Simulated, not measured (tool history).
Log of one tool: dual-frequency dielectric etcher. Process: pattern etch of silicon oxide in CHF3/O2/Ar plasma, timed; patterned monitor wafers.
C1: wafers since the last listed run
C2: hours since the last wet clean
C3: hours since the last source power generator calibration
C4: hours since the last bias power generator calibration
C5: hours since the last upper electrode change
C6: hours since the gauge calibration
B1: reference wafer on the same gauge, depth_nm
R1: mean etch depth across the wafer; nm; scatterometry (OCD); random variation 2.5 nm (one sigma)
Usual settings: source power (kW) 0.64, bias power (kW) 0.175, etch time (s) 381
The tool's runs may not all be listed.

{"run": 1, "hour": 0.0, "source power (kW)": 0.64, "bias power (kW)": 0.175, "etch time (s)": 381, "C1": 0, "C2": 250.3, "C3": 2932.6, "C4": 2386.9, "C5": 2539.1, "C6": 359, "B1": 784.4, "R1": 826.6}
{"run": 2, "hour": 13.6, "source power (kW)": 0.64, "bias power (kW)": 0.175, "etch time (s)": 381, "C1": 68, "C2": 263.9, "C3": 2946.2, "C4": 2400.5, "C5": 2552.7, "C6": 372.6, "B1": 784.7, "R1": 828.7}
{"run": 3, "hour": 70.2, "source power (kW)": 0.64, "bias power (kW)": 0.175, "etch time (s)": 381, "C1": 284, "C2": 320.5, "C3": 3002.8, "C4": 2457.1, "C5": 2609.3, "C6": 429.2, "B1": 783.7, "R1": 828.7}
{"run": 4, "hour": 85.3, "source power (kW)": 0.64, "bias power (kW)": 0.175, "etch time (s)": 381, "C1": 75, "C2": 335.6, "C3": 3017.9, "C4": 2472.2, "C5": 2624.4, "C6": 444.3, "B1": 784.2, "R1": 834.4}
{"run": 5, "hour": 101.1, "source power (kW)": 0.64, "bias power (kW)": 0.175, "etch time (s)": 381, "C1": 79, "C2": 351.4, "C3": 3033.7, "C4": 2488, "C5": 2640.2, "C6": 460.1, "B1": 783.7, "R1": 828.6}
{"run": 6, "hour": 120.6, "source power (kW)": 0.64, "bias power (kW)": 0.175, "etch time (s)": 381, "C1": 98, "C2": 370.9, "C3": 3053.2, "C4": 2507.5, "C5": 2659.7, "C6": 479.6, "B1": 784.6, "R1": 829.8}
{"run": 7, "hour": 141.2, "source power (kW)": 0.64, "bias power (kW)": 0.175, "etch time (s)": 381, "C1": 103, "C2": 391.5, "C3": 3073.8, "C4": 2528.1, "C5": 2680.3, "C6": 500.2, "B1": 784.2, "R1": 829.1}
{"run": 8, "hour": 157.4, "source power (kW)": 0.64, "bias power (kW)": 0.175, "etch time (s)": 381, "C1": 81, "C2": 407.7, "C3": 3090, "C4": 2544.3, "C5": 2696.5, "C6": 516.4, "B1": 784.2, "R1": 829}
{"run": 9, "hour": 169.8, "source power (kW)": 0.64, "bias power (kW)": 0.175, "etch time (s)": 381, "C1": 62, "C2": 420.1, "C3": 3102.4, "C4": 2556.7, "C5": 2708.9, "C6": 528.8, "B1": 784.2, "R1": 833.6}
{"hour": 177.4, "done": "bias power generator calibrated"}
{"run": 10, "hour": 189.8, "source power (kW)": 0.64, "bias power (kW)": 0.175, "etch time (s)": 381, "C1": 80, "C2": 440.1, "C3": 3122.4, "C4": 12.4, "C5": 2728.9, "C6": 548.8, "B1": 783.6, "R1": 834.8}
{"hour": 234.1, "done": "wet clean of the chamber"}
{"run": 11, "hour": 234.6, "source power (kW)": 0.76, "bias power (kW)": 0.199, "etch time (s)": 301.5, "C1": 104, "C2": 0.5, "C3": 3167.2, "C4": 57.2, "C5": 2773.7, "C6": 593.6, "B1": 784, "R1": 699.2}
{"run": 12, "hour": 253.9, "source power (kW)": 0.8, "bias power (kW)": 0.215, "etch time (s)": 475.5, "C1": 97, "C2": 19.8, "C3": 3186.5, "C4": 76.5, "C5": 2793, "C6": 612.9, "B1": 784.4, "R1": 1143.1}
{"hour": 258.4, "done": "source power generator calibrated"}
{"run": 13, "hour": 288.3, "source power (kW)": 0.58, "bias power (kW)": 0.209, "etch time (s)": 326.5, "C1": 152, "C2": 54.2, "C3": 29.9, "C4": 110.9, "C5": 2827.4, "C6": 647.3, "B1": 783.5, "R1": 735.4}
{"run": 14, "hour": 319.8, "source power (kW)": 0.5, "bias power (kW)": 0.161, "etch time (s)": 381, "C1": 158, "C2": 85.7, "C3": 61.4, "C4": 142.4, "C5": 2858.9, "C6": 678.8, "B1": 784.2, "R1": 765.2}
{"hour": 324.0, "done": "gauge calibrated"}
{"run": 15, "hour": 349.1, "source power (kW)": 0.64, "bias power (kW)": 0.175, "etch time (s)": 495.5, "C1": 147, "C2": 115, "C3": 90.7, "C4": 171.7, "C5": 2888.2, "C6": 25.1, "B1": 783.9, "R1": 1075.6}
{"run": 16, "hour": 380.6, "source power (kW)": 0.64, "bias power (kW)": 0.175, "etch time (s)": 381, "C1": 158, "C2": 146.5, "C3": 122.2, "C4": 203.2, "C5": 2919.7, "C6": 56.6, "B1": 783.6, "R1": 829}
{"run": 17, "hour": 405.2, "source power (kW)": 0.64, "bias power (kW)": 0.175, "etch time (s)": 381, "C1": 123, "C2": 171.1, "C3": 146.8, "C4": 227.8, "C5": 2944.3, "C6": 81.2, "B1": 784.1, "R1": 824}
{"run": 18, "hour": 428.0, "source power (kW)": 0.64, "bias power (kW)": 0.175, "etch time (s)": 381, "C1": 114, "C2": 193.9, "C3": 169.6, "C4": 250.6, "C5": 2967.1, "C6": 104, "B1": 784.3, "R1": 823.9}
{"run": 19, "hour": 442.3, "source power (kW)": 0.64, "bias power (kW)": 0.175, "etch time (s)": 381, "C1": 71, "C2": 208.2, "C3": 183.9, "C4": 264.9, "C5": 2981.4, "C6": 118.3, "B1": 783.3, "R1": 827}
{"run": 20, "hour": 466.7, "source power (kW)": 0.53, "bias power (kW)": 0.136, "etch time (s)": 470, "C1": 122, "C2": 232.6, "C3": 208.3, "C4": 289.3, "C5": 3005.8, "C6": 142.7, "B1": 784.6, "R1": 911.3}
{"hour": 514.6, "done": "upper electrode replaced"}
{"run": 21, "hour": 515.1, "source power (kW)": 0.8, "bias power (kW)": 0.205, "etch time (s)": 381, "C1": 122, "C2": 281, "C3": 256.7, "C4": 337.7, "C5": 0.5, "C6": 191.1, "B1": 783.9, "R1": 911.4}
{"run": 22, "hour": 517.6, "source power (kW)": 0.74, "bias power (kW)": 0.175, "etch time (s)": 381, "C1": 12, "C2": 283.5, "C3": 259.2, "C4": 340.2, "C5": 3, "C6": 193.6, "B1": 784.5, "R1": 851.5}
{"run": 23, "hour": 535.4, "source power (kW)": 0.69, "bias power (kW)": 0.194, "etch time (s)": 475, "C1": 89, "C2": 301.3, "C3": 277, "C4": 358, "C5": 20.8, "C6": 211.4, "B1": 783.9, "R1": 1080.1}
{"run": 24, "hour": 566.0, "source power (kW)": 0.78, "bias power (kW)": 0.175, "etch time (s)": 312, "C1": 153, "C2": 331.9, "C3": 307.6, "C4": 388.6, "C5": 51.4, "C6": 242, "B1": 784.1, "R1": 709.9}
{"run": 25, "hour": 583.9, "source power (kW)": 0.7, "bias power (kW)": 0.193, "etch time (s)": 290.5, "C1": 90, "C2": 349.8, "C3": 325.5, "C4": 406.5, "C5": 69.3, "C6": 259.9, "B1": 783.5, "R1": 668.6}
{"run": 26, "hour": 598.0, "source power (kW)": 0.64, "bias power (kW)": 0.149, "etch time (s)": 481, "C1": 70, "C2": 363.9, "C3": 339.6, "C4": 420.6, "C5": 83.4, "C6": 274, "B1": 783.7, "R1": 999.4}
{"run": 27, "hour": 618.7, "source power (kW)": 0.77, "bias power (kW)": 0.134, "etch time (s)": 488, "C1": 104, "C2": 384.6, "C3": 360.3, "C4": 441.3, "C5": 104.1, "C6": 294.7, "B1": 784.9, "R1": 1017.8}
{"run": 28, "hour": 646.3, "source power (kW)": 0.5, "bias power (kW)": 0.175, "etch time (s)": 329, "C1": 138, "C2": 412.2, "C3": 387.9, "C4": 468.9, "C5": 131.7, "C6": 322.3, "B1": 783.4, "R1": 681.3}
{"run": 29, "hour": 662.6, "source power (kW)": 0.56, "bias power (kW)": 0.209, "etch time (s)": 310, "C1": 81, "C2": 428.5, "C3": 404.2, "C4": 485.2, "C5": 148, "C6": 338.6, "B1": 784.4, "R1": 699.9}
{"run": 30, "hour": 722.3, "source power (kW)": 0.55, "bias power (kW)": 0.14, "etch time (s)": 381, "C1": 300, "C2": 488.2, "C3": 463.9, "C4": 544.9, "C5": 207.7, "C6": 398.3, "B1": 783.9, "R1": 753}

Hidden state at the last listed run before each entry between runs and at the first one after, where it differs:
Between runs 9 and 10: bias power generator calibrated (hour 177.4)
  etch rate over this chamber's usual, %: 1.18 -> 1.24
  measured less the result without the state, R1: +9.7 -> +10.2 nm
Between runs 10 and 11: wet clean of the chamber (hour 234.1)
  etch rate over this chamber's usual, %: 1.24 -> -0.181
  measured less the result without the state, R1: +10.2 -> -1.3 nm
Between runs 12 and 13: source power generator calibrated (hour 258.4)
  etch rate over this chamber's usual, %: -0.125 -> -0.0245
  measured less the result without the state, R1: -1.4 -> -0.2 nm
Between runs 14 and 15: gauge calibrated (hour 324)
  etch rate over this chamber's usual, %: 0.0671 -> 0.152
  measured less the result without the state, R1: +0.5 -> +1.6 nm
Between runs 20 and 21: upper electrode replaced (hour 514.6)
  etch rate over this chamber's usual, %: 0.495 -> 0.635
  measured less the result without the state, R1: +4.4 -> +5.7 nm
